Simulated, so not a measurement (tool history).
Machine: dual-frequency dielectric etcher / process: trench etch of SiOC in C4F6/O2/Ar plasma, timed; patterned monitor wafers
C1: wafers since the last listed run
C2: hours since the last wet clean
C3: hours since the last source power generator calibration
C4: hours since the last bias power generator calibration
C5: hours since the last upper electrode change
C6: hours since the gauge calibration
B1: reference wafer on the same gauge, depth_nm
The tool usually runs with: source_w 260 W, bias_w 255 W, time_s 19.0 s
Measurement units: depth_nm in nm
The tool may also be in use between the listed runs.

run 1 day=0.000 | source_w=300 bias_w=277 time_s=19.0 | C1=0 C2=124.7 C3=3167.5 C4=3699.5 C5=3451.8 C6=614.5 | B1=36.21 | depth_nm=37.01
run 2 day=0.721 | source_w=300 bias_w=277 time_s=19.0 | C1=285 C2=142.0 C3=3184.8 C4=3716.8 C5=3469.1 C6=631.8 | B1=36.20 | depth_nm=37.44
-- day=2.800 upper electrode replaced
run 3 day=2.821 | source_w=260 bias_w=255 time_s=22.5 | C1=435 C2=192.4 C3=3235.2 C4=3767.2 C5=0.5 C6=682.2 | B1=36.23 | depth_nm=40.78
run 4 day=3.438 | source_w=260 bias_w=255 time_s=22.5 | C1=244 C2=207.2 C3=3250.0 C4=3782.0 C5=15.3 C6=697.0 | B1=36.18 | depth_nm=40.77
run 5 day=4.321 | source_w=260 bias_w=255 time_s=22.5 | C1=349 C2=228.4 C3=3271.2 C4=3803.2 C5=36.5 C6=718.2 | B1=36.20 | depth_nm=40.75
run 6 day=8.117 | source_w=260 bias_w=255 time_s=19.0 | C1=1503 C2=319.5 C3=3362.3 C4=3894.3 C5=127.6 C6=809.3 | B1=36.19 | depth_nm=35.03
run 7 day=9.300 | source_w=260 bias_w=255 time_s=19.0 | C1=468 C2=347.9 C3=3390.7 C4=3922.7 C5=156.0 C6=837.7 | B1=36.17 | depth_nm=34.97
-- day=9.542 gauge calibrated
run 8 day=10.329 | source_w=260 bias_w=232 time_s=22.0 | C1=407 C2=372.6 C3=3415.4 C4=3947.4 C5=180.7 C6=18.9 | B1=36.21 | depth_nm=39.43
run 9 day=11.425 | source_w=260 bias_w=255 time_s=19.0 | C1=434 C2=398.9 C3=3441.7 C4=3973.7 C5=207.0 C6=45.2 | B1=36.20 | depth_nm=35.04
run 10 day=11.962 | source_w=260 bias_w=255 time_s=19.0 | C1=212 C2=411.8 C3=3454.6 C4=3986.6 C5=219.9 C6=58.1 | B1=36.25 | depth_nm=35.12
run 11 day=12.771 | source_w=260 bias_w=255 time_s=19.0 | C1=320 C2=431.2 C3=3474.0 C4=4006.0 C5=239.3 C6=77.5 | B1=36.19 | depth_nm=35.01
run 12 day=13.954 | source_w=260 bias_w=227 time_s=19.0 | C1=468 C2=459.6 C3=3502.4 C4=4034.4 C5=267.7 C6=105.9 | B1=36.18 | depth_nm=33.33
-- day=14.671 source power generator calibrated
run 13 day=15.008 | source_w=260 bias_w=255 time_s=19.0 | C1=351 C2=484.9 C3=8.1 C4=4059.7 C5=293.0 C6=131.2 | B1=36.19 | depth_nm=35.23
run 14 day=16.212 | source_w=260 bias_w=282 time_s=19.0 | C1=477 C2=513.8 C3=37.0 C4=4088.6 C5=321.9 C6=160.1 | B1=36.23 | depth_nm=36.71
-- day=17.879 wet clean of the chamber
run 15 day=17.900 | source_w=240 bias_w=209 time_s=16.0 | C1=272 C2=0.5 C3=77.5 C4=4129.1 C5=362.4 C6=200.6 | B1=36.18 | depth_nm=25.44
run 16 day=18.221 | source_w=300 bias_w=255 time_s=19.0 | C1=127 C2=8.2 C3=85.2 C4=4136.8 C5=370.1 C6=208.3 | B1=36.19 | depth_nm=35.22
run 17 day=18.996 | source_w=220 bias_w=271 time_s=17.0 | C1=307 C2=26.8 C3=103.8 C4=4155.4 C5=388.7 C6=226.9 | B1=36.16 | depth_nm=29.50
run 18 day=20.275 | source_w=260 bias_w=255 time_s=19.0 | C1=506 C2=57.5 C3=134.5 C4=4186.1 C5=419.4 C6=257.6 | B1=36.23 | depth_nm=33.68
run 19 day=20.950 | source_w=260 bias_w=287 time_s=20.5 | C1=267 C2=73.7 C3=150.7 C4=4202.3 C5=435.6 C6=273.8 | B1=36.22 | depth_nm=38.82
-- day=21.562 bias power generator calibrated
run 20 day=22.333 | source_w=300 bias_w=255 time_s=16.0 | C1=482 C2=106.9 C3=183.9 C4=18.5 C5=468.8 C6=307.0 | B1=36.22 | depth_nm=29.87
run 21 day=23.067 | source_w=260 bias_w=255 time_s=19.0 | C1=290 C2=124.5 C3=201.5 C4=36.1 C5=486.4 C6=324.6 | B1=36.22 | depth_nm=33.85
run 22 day=24.508 | source_w=260 bias_w=215 time_s=21.0 | C1=571 C2=159.1 C3=236.1 C4=70.7 C5=521.0 C6=359.2 | B1=36.14 | depth_nm=35.06
run 23 day=25.667 | source_w=230 bias_w=255 time_s=20.5 | C1=458 C2=186.9 C3=263.9 C4=98.5 C5=548.8 C6=387.0 | B1=36.20 | depth_nm=35.55
run 24 day=26.629 | source_w=260 bias_w=255 time_s=24.5 | C1=381 C2=210.0 C3=287.0 C4=121.6 C5=571.9 C6=410.1 | B1=36.19 | depth_nm=43.67
run 25 day=27.400 | source_w=290 bias_w=200 time_s=17.0 | C1=305 C2=228.5 C3=305.5 C4=140.1 C5=590.4 C6=428.6 | B1=36.25 | depth_nm=28.45
run 26 day=28.650 | source_w=230 bias_w=255 time_s=19.0 | C1=495 C2=258.5 C3=335.5 C4=170.1 C5=620.4 C6=458.6 | B1=36.17 | depth_nm=32.89
run 27 day=29.167 | source_w=260 bias_w=255 time_s=19.0 | C1=204 C2=270.9 C3=347.9 C4=182.5 C5=632.8 C6=471.0 | B1=36.15 | depth_nm=34.37
run 28 day=30.088 | source_w=260 bias_w=197 time_s=19.0 | C1=364 C2=293.0 C3=370.0 C4=204.6 C5=654.9 C6=493.1 | B1=36.15 | depth_nm=31.08
run 29 day=30.629 | source_w=290 bias_w=307 time_s=24.5 | C1=214 C2=306.0 C3=383.0 C4=217.6 C5=667.9 C6=506.1 | B1=36.17 | depth_nm=49.93
run 30 day=31.500 | source_w=260 bias_w=255 time_s=19.0 | C1=345 C2=326.9 C3=403.9 C4=238.5 C5=688.8 C6=527.0 | B1=36.22 | depth_nm=34.63

Entry by entry between the runs, the difference in hidden state between the last listed run before and the first listed run after:
Logged between run 2 and run 3: upper electrode replaced (day 2.800)
  etch rate over this chamber's usual, %: 1.18 -> 1.66
  measured minus no-state result, depth_nm: +0.44 -> +0.66 nm
Logged between run 7 and run 8: gauge calibrated (day 9.542)
  etch rate over this chamber's usual, %: 3.13 -> 3.36
  measured minus no-state result, depth_nm: +1.06 -> +1.29 nm
Logged between run 12 and run 13: source power generator calibrated (day 14.671)
  etch rate over this chamber's usual, %: 4.19 -> 4.43
  measured minus no-state result, depth_nm: +1.34 -> +1.50 nm
Logged between run 14 and run 15: wet clean of the chamber (day 17.879)
  etch rate over this chamber's usual, %: 4.7 -> -0.709
  measured minus no-state result, depth_nm: +1.65 -> -0.18 nm
Logged between run 19 and run 20: bias power generator calibrated (day 21.562)
  etch rate over this chamber's usual, %: -0.0157 -> 0.299
  measured minus no-state result, depth_nm: -0.01 -> +0.09 nm
